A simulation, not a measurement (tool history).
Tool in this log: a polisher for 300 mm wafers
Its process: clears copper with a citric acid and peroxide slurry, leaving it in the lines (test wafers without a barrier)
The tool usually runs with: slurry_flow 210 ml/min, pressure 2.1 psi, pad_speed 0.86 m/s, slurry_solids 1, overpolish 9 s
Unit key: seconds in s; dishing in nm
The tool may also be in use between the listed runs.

run,hour,slurry_flow,pressure,pad_speed,slurry_solids,overpolish,wafers since the last listed run,wafers polished on this pad,hours since the slurry nozzle was cleaned,hours since the head pressure was calibrated,hours since the slurry blender was calibrated,"incoming thickness of the incoming film, nm",seconds,dishing
1,0,155,2.1,0.86,1,9,0,81,485.9,1186.2,150.6,141.5,97.1,8.5
# hour 24.2: head pressure recalibrated
2,64.9,155,2.1,0.86,1,9,463,545,550.8,40.7,215.5,137.2,90.5,8.2
# hour 112.2: slurry blender recalibrated
3,119.8,210,2.1,0.86,1,9,390,935,605.7,95.6,7.6,138,89.6,8.8
# hour 149.1: slurry nozzle cleaned
4,164,210,2.1,0.86,1,9,318,1253,14.9,139.8,51.8,140,90.5,8.7
5,213.5,255,2.1,0.86,1,9,365,1618,64.4,189.3,101.3,142.3,90.5,9
# hour 234.1: worn pad replaced by a new one
6,285,210,2.1,0.86,1,9,497,375,135.9,260.8,172.8,142.4,91.2,9
7,349.3,210,2.1,0.86,1,9,474,849,200.2,325.1,237.1,139.4,89,8.7
# hour 380.5: slurry blender recalibrated
8,400.3,185,2.1,0.86,1,9,361,1211,251.2,376.1,19.8,138.8,91.5,8.5
9,444.6,250,2.1,0.86,1,9,326,1537,295.5,420.4,64.1,138.8,87.5,8.8
# hour 470.8: worn pad replaced by a new one
10,479.4,250,2.1,0.86,1,9,227,63,330.3,455.2,98.9,142.4,89.8,9
11,540.6,210,2.1,1.08,1,9,451,514,391.5,516.4,160.1,138.1,70.3,10.7
12,576.6,210,2.1,1.08,1,9,265,779,427.5,552.4,196.1,138.2,71.3,10.6
# hour 602.6: slurry blender recalibrated
13,701.4,210,2.1,0.86,1,7,905,1685,552.3,677.2,98.8,140.2,88.8,7
# hour 709: worn pad replaced by a new one
14,808.5,210,2.1,0.86,0.8,9,760,733,659.4,784.3,205.9,137.8,93.5,8.5
# hour 820.8: slurry nozzle cleaned
# hour 866.7: slurry blender recalibrated
15,867.1,210,2.1,0.86,1,9,410,1143,46.3,842.9,0.4,137.3,89.2,8.6
16,910.8,280,2.3,0.66,1,12,322,1466,90,886.6,44.1,138.4,103.7,9.8
17,940.3,210,2.1,0.98,1,9,217,1683,119.5,916.1,73.6,139.6,78.3,9.8
# hour 946.4: worn pad replaced by a new one
# hour 974.8: head pressure recalibrated
18,986.6,210,2.6,1.08,1,9,297,281,165.8,11.8,119.9,140,62.8,12.4
19,1019.8,210,1.8,0.86,1,11,244,526,199,45,153.1,142,100.3,9.4
20,1082.2,210,2.1,0.86,1,9,460,986,261.4,107.4,215.5,137.4,88.6,9
# hour 1123.4: slurry blender recalibrated
21,1128.4,265,2.1,0.86,1,9,325,1312,307.6,153.6,5,139,89,9.1
# hour 1169.2: worn pad replaced by a new one
22,1192,210,2.1,0.86,1,9,439,168,371.2,217.2,68.6,142,93.1,8.9
23,1235.3,275,2.1,1.04,1.2,4,319,487,414.5,260.5,111.9,139.5,68.5,5.2
24,1260.3,210,2.5,1.04,1,9,184,671,439.5,285.5,136.9,139.6,67.2,11.6

Below are 5 alternative next runs, each starting from the tool's condition after run 24. Predict each:
A,1260.7,210,2.1,0.86,1,9,2,674,439.9,285.9,137.3,138.2,?,?
B,1260.7,210,2.5,1.08,1.25,9,2,674,439.9,285.9,137.3,138.2,?,?
C,1260.7,210,2.1,0.7,1,7,2,674,439.9,285.9,137.3,138.2,?,?
D,1260.7,210,2.7,0.86,1,9,2,674,439.9,285.9,137.3,138.2,?,?
E,1260.7,210,2.1,0.86,1,13,2,674,439.9,285.9,137.3,138.2,?,?

run,seconds,dishing
A,90.3,8.7
B,60.7,12.4
C,109.9,5.8
D,74.7,10.3
E,90.3,12.1
With no hidden state in the tool, these same runs would have given:
run,seconds,dishing
A,90.3,8.7
B,60.7,12.4
C,109.9,5.8
D,74.7,10.3
E,90.3,12.1

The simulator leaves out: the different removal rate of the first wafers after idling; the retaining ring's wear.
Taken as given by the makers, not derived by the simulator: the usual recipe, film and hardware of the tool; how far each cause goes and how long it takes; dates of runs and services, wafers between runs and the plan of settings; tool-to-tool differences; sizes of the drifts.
